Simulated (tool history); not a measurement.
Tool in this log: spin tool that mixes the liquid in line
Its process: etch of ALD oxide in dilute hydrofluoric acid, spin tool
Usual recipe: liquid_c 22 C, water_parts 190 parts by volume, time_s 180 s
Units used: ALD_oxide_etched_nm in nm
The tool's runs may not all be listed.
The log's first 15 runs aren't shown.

run	day	liquid_c	water_parts	time_s	wafers since the last listed run	hours since the thermometer was replaced	hours since the hydrofluoric acid flow meter was replaced	hours since the gauge calibration	read-back film thickness of the ALD oxide reference wafer, read on the same gauge (nm)	ALD_oxide_etched_nm
16	14.946	18	125	100	190	1478.9	1318.6	448.6	109.97	11.78
# day 16.333: hydrofluoric acid flow meter replaced
17	16.371	22	190	230	221	1513.1	0.9	482.8	110	18.75
18	17.308	22	190	180	149	1535.6	23.4	505.3	109.94	14.57
19	18.308	20	190	80	159	1559.6	47.4	529.3	109.99	6.08
20	19.421	22	120	180	177	1586.3	74.1	556	110	25.25
21	20.621	22	190	180	191	1615.1	102.9	584.8	110	14.74
# day 21.071: thermometer replaced
# day 22.679: gauge calibrated
22	24.788	27	190	90	659	89.2	202.9	50.6	109.97	8.27
23	25.883	22	250	180	175	115.5	229.2	76.9	110.01	9.94
24	27.062	24	135	85	188	143.8	257.5	105.2	109.99	10.62
25	28.262	22	190	265	191	172.6	286.3	134	110.03	20.4
26	29.692	18.5	100	180	228	206.9	320.6	168.3	110.01	25.21
27	30.517	18	280	75	131	226.7	340.4	188.1	110	3.1
28	31.442	26	145	265	147	248.9	362.6	210.3	110	33.13
29	32	22	260	180	89	262.3	376	223.7	110	9.56
30	33.371	20	150	230	219	295.2	408.9	256.6	110	21.99
31	34.35	22	140	285	156	318.7	432.4	280.1	110.01	31.86
32	35.562	22	190	180	193	347.8	461.5	309.2	109.96	14.09
33	37.017	22	270	235	232	382.7	496.4	344.1	110.05	12.01
34	38.471	17.5	190	180	232	417.6	531.3	379	109.99	11.94

Consider 4 possible next runs. They are alternatives, not a sequence: every one starts from the tool as it was left by run 34. What does each give?
A	38.492	22	130	180	3	418.1	531.8	379.5	?	?
B	38.492	22	110	180	3	418.1	531.8	379.5	?	?
C	38.492	17.5	110	95	3	418.1	531.8	379.5	?	?
D	38.492	26	125	245	3	418.1	531.8	379.5	?	?

run	read-back film thickness of the ALD oxide reference wafer, read on the same gauge (nm)	ALD_oxide_etched_nm
A	110.04	22.21
B	110.04	26.85
C	110.04	11.8
D	110.04	36.92
With no hidden state in the tool, these same runs would have given:
run	ALD_oxide_etched_nm
A	21.4
B	25.87
C	11.36
D	35.59
